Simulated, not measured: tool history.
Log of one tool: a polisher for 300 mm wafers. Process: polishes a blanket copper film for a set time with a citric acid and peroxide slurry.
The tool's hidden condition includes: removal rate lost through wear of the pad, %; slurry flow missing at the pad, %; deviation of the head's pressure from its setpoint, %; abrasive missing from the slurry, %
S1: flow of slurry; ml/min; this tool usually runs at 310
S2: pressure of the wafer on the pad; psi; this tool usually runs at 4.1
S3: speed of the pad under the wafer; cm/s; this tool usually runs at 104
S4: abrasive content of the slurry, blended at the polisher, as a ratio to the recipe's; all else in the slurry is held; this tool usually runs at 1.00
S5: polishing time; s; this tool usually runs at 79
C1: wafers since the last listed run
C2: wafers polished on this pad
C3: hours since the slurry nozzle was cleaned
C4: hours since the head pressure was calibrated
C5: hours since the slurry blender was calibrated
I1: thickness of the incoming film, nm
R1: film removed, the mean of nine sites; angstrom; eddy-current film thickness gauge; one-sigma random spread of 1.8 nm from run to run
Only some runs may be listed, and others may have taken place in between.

{"run": 1, "day": 0.0, "S1": 310, "S2": 4.1, "S3": 104, "S4": 1.0, "S5": 79, "C1": 0, "C2": 1356, "C3": 737.7, "C4": 339.2, "C5": 124.0, "I1": 889.3, "R1": 2468}
{"day": 0.05, "done": "slurry nozzle cleaned"}
{"day": 1.508, "done": "head pressure recalibrated"}
{"day": 1.958, "done": "worn pad replaced by a new one"}
{"run": 2, "day": 2.792, "S1": 310, "S2": 4.1, "S3": 104, "S4": 1.0, "S5": 79, "C1": 508, "C2": 169, "C3": 65.8, "C4": 30.8, "C5": 191.0, "I1": 879.3, "R1": 2603}
{"run": 3, "day": 5.108, "S1": 310, "S2": 4.1, "S3": 104, "S4": 1.0, "S5": 79, "C1": 470, "C2": 639, "C3": 121.4, "C4": 86.4, "C5": 246.6, "I1": 895.5, "R1": 2528}
{"run": 4, "day": 8.042, "S1": 310, "S2": 4.1, "S3": 104, "S4": 0.9, "S5": 79, "C1": 596, "C2": 1236, "C3": 191.8, "C4": 156.8, "C5": 317.0, "I1": 886.1, "R1": 2371}
{"run": 5, "day": 9.721, "S1": 310, "S2": 4.1, "S3": 104, "S4": 1.15, "S5": 79, "C1": 341, "C2": 1577, "C3": 232.1, "C4": 197.1, "C5": 357.3, "I1": 885.7, "R1": 2531}
{"day": 10.279, "done": "worn pad replaced by a new one"}
{"run": 6, "day": 13.775, "S1": 310, "S2": 4.1, "S3": 104, "S4": 1.15, "S5": 79, "C1": 790, "C2": 710, "C3": 329.4, "C4": 294.4, "C5": 454.6, "I1": 891.3, "R1": 2638}
{"day": 15.112, "done": "slurry blender recalibrated"}
{"run": 7, "day": 16.158, "S1": 310, "S2": 4.1, "S3": 104, "S4": 1.0, "S5": 70, "C1": 467, "C2": 1178, "C3": 386.6, "C4": 351.6, "C5": 25.1, "I1": 885.6, "R1": 2197}
{"run": 8, "day": 18.108, "S1": 310, "S2": 4.1, "S3": 104, "S4": 1.0, "S5": 70, "C1": 396, "C2": 1574, "C3": 433.4, "C4": 398.4, "C5": 71.9, "I1": 889.8, "R1": 2147}
{"day": 18.921, "done": "worn pad replaced by a new one"}
{"day": 21.038, "done": "head pressure recalibrated"}
{"run": 9, "day": 21.408, "S1": 310, "S2": 4.1, "S3": 82, "S4": 1.0, "S5": 79, "C1": 619, "C2": 488, "C3": 512.6, "C4": 8.9, "C5": 151.1, "I1": 892.0, "R1": 2085}
{"run": 10, "day": 23.212, "S1": 310, "S2": 4.1, "S3": 104, "S4": 1.15, "S5": 79, "C1": 366, "C2": 855, "C3": 555.9, "C4": 52.2, "C5": 194.4, "I1": 898.9, "R1": 2631}
{"run": 11, "day": 25.642, "S1": 310, "S2": 4.1, "S3": 132, "S4": 0.7, "S5": 79, "C1": 493, "C2": 1349, "C3": 614.2, "C4": 110.5, "C5": 252.7, "I1": 871.6, "R1": 2711}
{"run": 12, "day": 27.662, "S1": 310, "S2": 4.1, "S3": 72, "S4": 1.2, "S5": 61, "C1": 410, "C2": 1760, "C3": 662.7, "C4": 159.0, "C5": 301.2, "I1": 902.8, "R1": 1469}
{"day": 29.221, "done": "worn pad replaced by a new one"}
{"day": 29.517, "done": "slurry nozzle cleaned"}
{"run": 13, "day": 32.012, "S1": 310, "S2": 4.1, "S3": 72, "S4": 1.0, "S5": 87, "C1": 841, "C2": 559, "C3": 59.9, "C4": 263.4, "C5": 405.6, "I1": 893.6, "R1": 2055}
{"day": 32.904, "done": "slurry blender recalibrated"}
{"run": 14, "day": 34.829, "S1": 260, "S2": 4.1, "S3": 104, "S4": 1.0, "S5": 79, "C1": 555, "C2": 1114, "C3": 127.5, "C4": 331.0, "C5": 46.2, "I1": 871.6, "R1": 2466}
{"day": 37.133, "done": "worn pad replaced by a new one"}
{"run": 15, "day": 37.154, "S1": 310, "S2": 4.1, "S3": 104, "S4": 1.0, "S5": 79, "C1": 438, "C2": 4, "C3": 183.3, "C4": 386.8, "C5": 102.0, "I1": 902.2, "R1": 2558}
{"run": 16, "day": 38.938, "S1": 400, "S2": 5.2, "S3": 104, "S4": 1.1, "S5": 102, "C1": 362, "C2": 366, "C3": 226.1, "C4": 429.6, "C5": 144.8, "I1": 906.4, "R1": 4242}
{"day": 40.638, "done": "head pressure recalibrated"}
{"run": 17, "day": 42.875, "S1": 310, "S2": 3.2, "S3": 114, "S4": 0.75, "S5": 99, "C1": 783, "C2": 1150, "C3": 320.6, "C4": 53.7, "C5": 239.3, "I1": 893.9, "R1": 2469}
{"run": 18, "day": 46.346, "S1": 310, "S2": 5.3, "S3": 104, "S4": 0.7, "S5": 92, "C1": 705, "C2": 1855, "C3": 403.9, "C4": 137.0, "C5": 322.6, "I1": 894.9, "R1": 3130}

How the hidden state differs across the entries between the runs, from the last listed run before each to the first after it:
Run 1 -> run 2: slurry nozzle cleaned (day 0.050); head pressure recalibrated (day 1.508); worn pad replaced by a new one (day 1.958)
  removal rate lost through wear of the pad, %: 4.66 -> 0.994
  measured result minus the result with no hidden state, R1: -120 -> -26 angstrom
Run 5 -> run 6: worn pad replaced by a new one (day 10.279)
  removal rate lost through wear of the pad, %: 6 -> 2.12
  measured result minus the result with no hidden state, R1: -161 -> -57 angstrom
Run 6 -> run 7: slurry blender recalibrated (day 15.112)
  removal rate lost through wear of the pad, %: 2.12 -> 4
  measured result minus the result with no hidden state, R1: -57 -> -92 angstrom
Run 8 -> run 9: worn pad replaced by a new one (day 18.921); head pressure recalibrated (day 21.038)
  removal rate lost through wear of the pad, %: 6.25 -> 0.999
  measured result minus the result with no hidden state, R1: -143 -> -21 angstrom
Run 12 -> run 13: worn pad replaced by a new one (day 29.221); slurry nozzle cleaned (day 29.517)
  removal rate lost through wear of the pad, %: 6.9 -> 2.01
  measured result minus the result with no hidden state, R1: -109 -> -42 angstrom
Run 13 -> run 14: slurry blender recalibrated (day 32.904)
  removal rate lost through wear of the pad, %: 2.01 -> 4
  measured result minus the result with no hidden state, R1: -42 -> -102 angstrom
Run 14 -> run 15: worn pad replaced by a new one (day 37.133)
  removal rate lost through wear of the pad, %: 4 -> 1.52
  measured result minus the result with no hidden state, R1: -102 -> -39 angstrom
Run 16 -> run 17: head pressure recalibrated (day 40.638)
  removal rate lost through wear of the pad, %: 1.79 -> 4.29
  measured result minus the result with no hidden state, R1: -77 -> -111 angstrom

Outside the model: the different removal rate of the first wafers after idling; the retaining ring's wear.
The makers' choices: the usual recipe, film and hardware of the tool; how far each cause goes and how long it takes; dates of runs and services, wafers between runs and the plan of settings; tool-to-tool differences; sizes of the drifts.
